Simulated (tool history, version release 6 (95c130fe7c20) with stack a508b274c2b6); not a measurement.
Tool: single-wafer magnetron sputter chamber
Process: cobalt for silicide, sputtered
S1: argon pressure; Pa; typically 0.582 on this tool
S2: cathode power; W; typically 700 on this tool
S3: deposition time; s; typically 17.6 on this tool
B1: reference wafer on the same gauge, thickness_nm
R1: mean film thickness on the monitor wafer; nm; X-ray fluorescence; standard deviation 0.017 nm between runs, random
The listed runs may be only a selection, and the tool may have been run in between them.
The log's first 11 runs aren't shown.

run   hour     S1   S2    S3     B1     R1
     151.0  -- capacitance manometer re-zeroed and calibrated
     151.1  -- magnet pack replaced
 12  155.1  0.698  700  17.6  6.542  5.590
 13  167.7  0.582  700  17.6  6.534  5.879
 14  176.8  0.582  700  17.6  6.540  5.879
 15  191.9  0.582  700  17.6  6.534  5.903
 16  203.8  0.582  700  17.6  6.541  5.866
 17  217.7  0.685  850  17.6  6.533  6.714
 18  231.6  0.724  700  20.7  6.546  6.536
 19  242.2  0.582  700  17.6  6.541  5.871
     254.6  -- sputter target and shields replaced
     281.3  -- gauge calibrated
 20  282.7  0.582  850  17.6  6.545  7.011
 21  299.2  0.582  700  19.9  6.538  6.687
 22  310.5  0.439  700  16.7  6.537  5.922
 23  358.4  0.582  900  17.6  6.539  7.414
 24  370.8  0.478  850  16.5  6.541  6.892
 25  386.3  0.582  750  17.6  6.543  6.283
 26  404.0  0.582  800  14.4  6.537  5.460
 27  413.3  0.395  600  16.5  6.536  5.235
     436.7  -- sputter target and shields replaced
 28  437.2  0.646  850  17.6  6.537  6.869
 29  443.6  0.582  700  17.6  6.538  5.895
 30  454.0  0.444  600  17.6  6.542  5.466
 31  469.9  0.582  700  17.6  6.541  5.917
 32  482.6  0.439  700  17.6  6.543  6.282
 33  491.4  0.582  700  20.3  6.544  6.816

Predict each of these 4 candidate next runs independently; none follows another, all start after run 33:
  A  491.8  0.582  700  17.6   ?   ?
  B  491.8  0.693  700  17.6   ?   ?
  C  491.8  0.503  700  19.0   ?   ?
  D  491.8  0.406  700  19.6   ?   ?

run     B1     R1
  A  6.541  5.913
  B  6.541  5.657
  C  6.541  6.590
  D  6.541  7.074
What these runs would have given with no unlogged condition in the tool:
run     R1
  A  5.868
  B  5.603
  C  6.549
  D  7.042

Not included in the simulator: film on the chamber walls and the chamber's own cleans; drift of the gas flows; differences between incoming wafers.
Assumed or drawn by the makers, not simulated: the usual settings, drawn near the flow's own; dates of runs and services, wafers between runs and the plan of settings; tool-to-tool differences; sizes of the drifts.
